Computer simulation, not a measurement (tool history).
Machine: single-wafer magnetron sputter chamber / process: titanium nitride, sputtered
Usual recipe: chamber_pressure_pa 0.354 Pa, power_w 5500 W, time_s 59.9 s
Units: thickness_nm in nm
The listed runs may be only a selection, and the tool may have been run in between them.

run   hour  chamber_pressure_pa  power_w  time_s  wafers since the last listed run  wafers on the sputter target  hours since the last manometer calibration  hours since the magnet pack was replaced  hours since the gauge calibration  read-back reference wafer on the same gauge, thickness_nm  thickness_nm
  1      0                0.437     5500    57.3                                 0                          1054                                      1285.5                                    8334.5                              102.9                                                     52.683        56.149
  2   14.6                0.354     5850    67.5                               288                          1342                                      1300.1                                    8349.1                              117.5                                                     52.741        70.713
  3     29                0.354     5850    67.5                               284                          1627                                      1314.5                                    8363.5                              131.9                                                     52.725        70.597
  4   41.8                0.354     5850    67.5                               253                          1880                                      1327.3                                    8376.3                              144.7                                                     52.685        70.897
  5   54.3                0.354     5500    59.9                               247                          2127                                      1339.8                                    8388.8                              157.2                                                     52.692         60.13
  6   67.3                0.354     5500    59.9                               256                          2384                                      1352.8                                    8401.8                              170.2                                                      52.71        60.057
  7   79.3                0.354     5500    59.9                               237                          2621                                      1364.8                                    8413.8                              182.2                                                     52.726        60.415
  8   91.2                0.354     5500    59.9                               235                          2856                                      1376.7                                    8425.7                              194.1                                                     52.675        60.117
  9  102.5                0.354     5500    59.9                               223                          3080                                        1388                                      8437                              205.4                                                     52.711        60.012
 10  119.2                0.354     5500    59.9                               330                          3410                                      1404.7                                    8453.7                              222.1                                                     52.668        59.991
 11  125.7                0.354     5500    59.9                               128                          3538                                      1411.2                                    8460.2                              228.6                                                     52.685        60.137
     131.7  -- gauge calibrated
 12  142.8                0.267     6800    63.3                               338                          3876                                      1428.3                                    8477.3                               11.1                                                     52.677         75.69
     176.1  -- sputter target and shields replaced
 13  176.6                0.354     5500    49.6                               509                            10                                      1462.1                                    8511.1                               44.9                                                     52.726        49.946
 14  200.7                0.419     6600    69.1                               476                           486                                      1486.2                                    8535.2                                 69                                                     52.691        77.958
 15    217                0.354     4450    69.5                               322                           808                                      1502.5                                    8551.5                               85.3                                                     52.676        60.121
 16  230.9                0.237     6200      56                               274                          1083                                      1516.4                                    8565.4                               99.2                                                     52.696        63.114
     273.7  -- capacitance manometer re-zeroed and calibrated
     276.2  -- magnet pack replaced
 17  276.7                0.354     5500    59.9                               698                          1782                                           3                                       0.5                                145                                                     52.729        60.274
 18  285.1                0.354     5500    66.8                               166                          1948                                        11.4                                       8.9                              153.4                                                     52.688        66.795
 19  292.5                0.354     5500    49.6                               146                          2094                                        18.8                                      16.3                              160.8                                                     52.691        49.523
 20  308.8                0.231     6700    48.1                               322                          2416                                        35.1                                      32.6                              177.1                                                     52.692        57.566
     336.5  -- gauge calibrated
 21  338.3                0.421     4350      55                               583                          3000                                        64.6                                      62.1                                1.8                                                     52.715        46.115
 22  356.1                0.414     6300    66.8                               351                          3351                                        82.4                                      79.9                               19.6                                                      52.67        73.151
     374.8  -- sputter target and shields replaced
 23  375.3                0.419     6600    69.1                               221                             9                                       101.6                                      99.1                               38.8                                                     52.647        77.946

3 ways to go on from here, each from the tool as it stands after run 23. What would each give?
  A  375.7                0.271     5500    59.9                                 7                            17                                         102                                      99.5                               39.2                                                          ?             ?
  B  375.7                0.213     4250    59.9                                 7                            17                                         102                                      99.5                               39.2                                                          ?             ?
  C  375.7                0.317     4150    68.1                                 7                            17                                         102                                      99.5                               39.2                                                          ?             ?

run  read-back reference wafer on the same gauge, thickness_nm  thickness_nm
  A                                                     52.682        61.446
  B                                                     52.682        52.167
  C                                                     52.682        56.999
Stripped of hidden state, with their random variation kept, the same runs would have yielded:
run  thickness_nm
  A        61.446
  B        52.167
  C        56.999
